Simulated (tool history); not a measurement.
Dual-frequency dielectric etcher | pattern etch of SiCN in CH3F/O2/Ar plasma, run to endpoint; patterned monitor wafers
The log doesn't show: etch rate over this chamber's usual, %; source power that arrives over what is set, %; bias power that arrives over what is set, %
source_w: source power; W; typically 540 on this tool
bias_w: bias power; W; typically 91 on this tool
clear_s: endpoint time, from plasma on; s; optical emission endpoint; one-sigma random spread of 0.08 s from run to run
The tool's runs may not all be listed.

run	hour	source_w	bias_w	wafers since the last listed run	hours since the last wet clean	hours since the last source power generator calibration	hours since the last bias power generator calibration	hours since the last upper electrode change	incoming incoming film thickness, nm	clear_s
1	0	540	108	0	394.4	1740.7	3331.3	3886.2	8.09	15
2	233.9	540	108	2526	628.3	1974.6	3565.2	4120.1	8.1	15
# hour 337.2: wet clean of the chamber
3	337.7	540	91	861	0.5	2078.4	3669	4223.9	8.08	16.5
4	414.3	540	91	827	77.1	2155	3745.6	4300.5	8.13	16.5
5	455.1	540	91	440	117.9	2195.8	3786.4	4341.3	8.07	16.5
6	525.4	540	91	759	188.2	2266.1	3856.7	4411.6	8.06	16.4
7	630.2	540	91	1131	293	2370.9	3961.5	4516.4	8.16	16.4
8	728.7	540	91	1063	391.5	2469.4	4060	4614.9	8.11	16.5
9	826.2	540	104	1052	489	2566.9	4157.5	4712.4	8.09	15.4
# hour 896.9: upper electrode replaced
10	925.3	540	91	811	588.1	2666	4256.6	28.4	8.16	16.4
11	1030.2	540	91	1132	693	2770.9	4361.5	133.3	8.12	16.4
# hour 1084.2: wet clean of the chamber
12	1119.2	540	91	701	35	2859.9	4450.5	222.3	8.07	16.2
# hour 1127.7: bias power generator calibrated
13	1199.3	540	98	821	115.1	2940	71.6	302.4	8.06	15.9
14	1281.2	540	98	884	197	3021.9	153.5	384.3	8.03	16
15	1342.3	600	91	659	258.1	3083	214.6	445.4	8.08	16
16	1415.3	540	105	788	331.1	3156	287.6	518.4	8.1	15.4
17	1508.9	540	83	1010	424.7	3249.6	381.2	612	8.12	17.5
18	1608.4	540	70	1074	524.2	3349.1	480.7	711.5	8.04	19.2
19	1646.2	630	73	408	562	3386.9	518.5	749.3	8.1	17.6
20	1692.9	620	97	504	608.7	3433.6	565.2	796	8.11	15
# hour 1792.9: wet clean of the chamber
21	1793.4	670	91	826	0.5	3534.1	665.7	896.5	8.1	15.2
22	1824.2	630	99	332	31.3	3564.9	696.5	927.3	8.14	14.8
# hour 1893.4: source power generator calibrated
23	1904.1	410	106	819	111.2	10.7	776.4	1007.2	8.18	17.5
24	1994	540	91	970	201.1	100.6	866.3	1097.1	8.1	17
25	2070.7	480	91	828	277.8	177.3	943	1173.8	8.15	17.7
26	2114.2	540	78	469	321.3	220.8	986.5	1217.3	8.11	18.5
27	2195.1	540	91	873	402.2	301.7	1067.4	1298.2	8.03	16.7
28	2259	480	81	690	466.1	365.6	1131.3	1362.1	8	18.7
29	2350.3	640	98	986	557.4	456.9	1222.6	1453.4	8.12	15.1
30	2410.7	540	104	652	617.8	517.3	1283	1513.8	8.24	15.7
31	2449.3	500	100	416	656.4	555.9	1321.6	1552.4	8.09	16.4
# hour 2508.9: wet clean of the chamber
32	2533.9	540	91	654	25	640.5	1406.2	1637	8.15	16.8
33	2761.5	610	112	2457	252.6	868.1	1633.8	1864.6	8.11	14.1
34	2829.7	440	82	736	320.8	936.3	1702	1932.8	8.07	19.3
35	2903.8	480	100	800	394.9	1010.4	1776.1	2006.9	8.12	16.7
36	2954.3	680	113	545	445.4	1060.9	1826.6	2057.4	8.13	13.4

Here are 3 independent what-if runs from the current tool condition. What would each one return?
A	2954.7	410	91	4	445.8	1061.3	1827	2057.8	8.06	?
B	2954.7	600	78	4	445.8	1061.3	1827	2057.8	8.06	?
C	2954.7	610	91	4	445.8	1061.3	1827	2057.8	8.06	?

run	clear_s
A	18.6
B	17.3
C	15.7
What these runs would have given with no unlogged condition in the tool:
run	clear_s
A	19
B	17.7
C	16.1

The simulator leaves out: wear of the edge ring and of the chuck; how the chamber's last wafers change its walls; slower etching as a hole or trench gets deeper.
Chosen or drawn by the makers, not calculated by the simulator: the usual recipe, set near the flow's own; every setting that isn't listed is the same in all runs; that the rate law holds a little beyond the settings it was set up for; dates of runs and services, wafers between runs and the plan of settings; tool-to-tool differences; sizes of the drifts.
